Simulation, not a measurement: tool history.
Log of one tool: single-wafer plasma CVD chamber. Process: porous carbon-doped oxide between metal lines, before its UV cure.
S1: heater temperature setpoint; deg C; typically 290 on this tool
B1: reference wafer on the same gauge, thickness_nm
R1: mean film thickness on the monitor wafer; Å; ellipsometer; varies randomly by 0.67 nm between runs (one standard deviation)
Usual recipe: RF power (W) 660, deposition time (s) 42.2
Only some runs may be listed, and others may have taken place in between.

run 1 hour=0.0 | S1=290 RF_power_(W)=660 deposition_time_(s)=42.2 | B1=232.819 | R1=2643.96
run 2 hour=43.4 | S1=290 RF_power_(W)=660 deposition_time_(s)=42.2 | B1=233.010 | R1=2629.49
run 3 hour=49.5 | S1=280 RF_power_(W)=660 deposition_time_(s)=42.2 | B1=233.103 | R1=2830.54
run 4 hour=59.0 | S1=280 RF_power_(W)=660 deposition_time_(s)=42.2 | B1=232.958 | R1=2821.35
run 5 hour=73.5 | S1=280 RF_power_(W)=660 deposition_time_(s)=42.2 | B1=233.253 | R1=2837.69
run 6 hour=88.8 | S1=298 RF_power_(W)=660 deposition_time_(s)=42.2 | B1=232.744 | R1=2496.24
-- hour=99.9 showerhead replaced
run 7 hour=101.4 | S1=298 RF_power_(W)=660 deposition_time_(s)=42.2 | B1=233.051 | R1=2500.59
run 8 hour=113.6 | S1=298 RF_power_(W)=660 deposition_time_(s)=42.2 | B1=232.948 | R1=2483.63
run 9 hour=129.1 | S1=290 RF_power_(W)=575 deposition_time_(s)=42.2 | B1=232.760 | R1=2396.03
-- hour=146.1 thermocouple changed; heater temperature recalibrated
run 10 hour=146.6 | S1=290 RF_power_(W)=575 deposition_time_(s)=42.2 | B1=233.110 | R1=2394.91
run 11 hour=159.2 | S1=290 RF_power_(W)=660 deposition_time_(s)=40.0 | B1=233.049 | R1=2503.67
run 12 hour=172.6 | S1=290 RF_power_(W)=595 deposition_time_(s)=38.6 | B1=233.137 | R1=2245.89
-- hour=193.7 RF generator calibrated
run 13 hour=194.2 | S1=290 RF_power_(W)=660 deposition_time_(s)=42.2 | B1=233.075 | R1=2630.80
run 14 hour=199.9 | S1=304 RF_power_(W)=660 deposition_time_(s)=49.0 | B1=232.765 | R1=2790.02
run 15 hour=206.5 | S1=290 RF_power_(W)=660 deposition_time_(s)=42.2 | B1=233.047 | R1=2630.67
run 16 hour=221.3 | S1=276 RF_power_(W)=565 deposition_time_(s)=37.5 | B1=232.770 | R1=2337.31
run 17 hour=230.5 | S1=282 RF_power_(W)=770 deposition_time_(s)=36.3 | B1=233.058 | R1=2672.70
-- hour=233.2 gauge calibrated
run 18 hour=242.9 | S1=290 RF_power_(W)=660 deposition_time_(s)=38.7 | B1=232.796 | R1=2423.19
run 19 hour=252.9 | S1=281 RF_power_(W)=575 deposition_time_(s)=46.4 | B1=233.150 | R1=2799.82
run 20 hour=265.4 | S1=290 RF_power_(W)=660 deposition_time_(s)=42.2 | B1=233.261 | R1=2645.79
run 21 hour=274.3 | S1=294 RF_power_(W)=590 deposition_time_(s)=35.8 | B1=232.694 | R1=2023.00
run 22 hour=281.9 | S1=277 RF_power_(W)=660 deposition_time_(s)=42.2 | B1=232.935 | R1=2884.32
run 23 hour=293.5 | S1=290 RF_power_(W)=660 deposition_time_(s)=42.2 | B1=233.029 | R1=2644.81

5 ways to go on from here, each from the tool as it stands after run 23. What would each give?
run A hour=293.9 | S1=290 RF_power_(W)=545 deposition_time_(s)=42.2 | B1=? | R1=?
run B hour=293.9 | S1=290 RF_power_(W)=610 deposition_time_(s)=42.2 | B1=? | R1=?
run C hour=293.9 | S1=290 RF_power_(W)=660 deposition_time_(s)=49.6 | B1=? | R1=?
run D hour=293.9 | S1=279 RF_power_(W)=660 deposition_time_(s)=42.2 | B1=? | R1=?
run E hour=293.9 | S1=286 RF_power_(W)=550 deposition_time_(s)=33.9 | B1=? | R1=?

run=A B1=233.341 R1=2308.37
run=B B1=233.341 R1=2494.97
run=C B1=233.341 R1=3083.34
run=D B1=233.341 R1=2847.42
run=E B1=233.341 R1=1930.30
Had the tool no hidden state, the same runs would have come out as:
run=A R1=2308.37
run=B R1=2494.97
run=C R1=3083.34
run=D R1=2847.42
run=E R1=1930.30
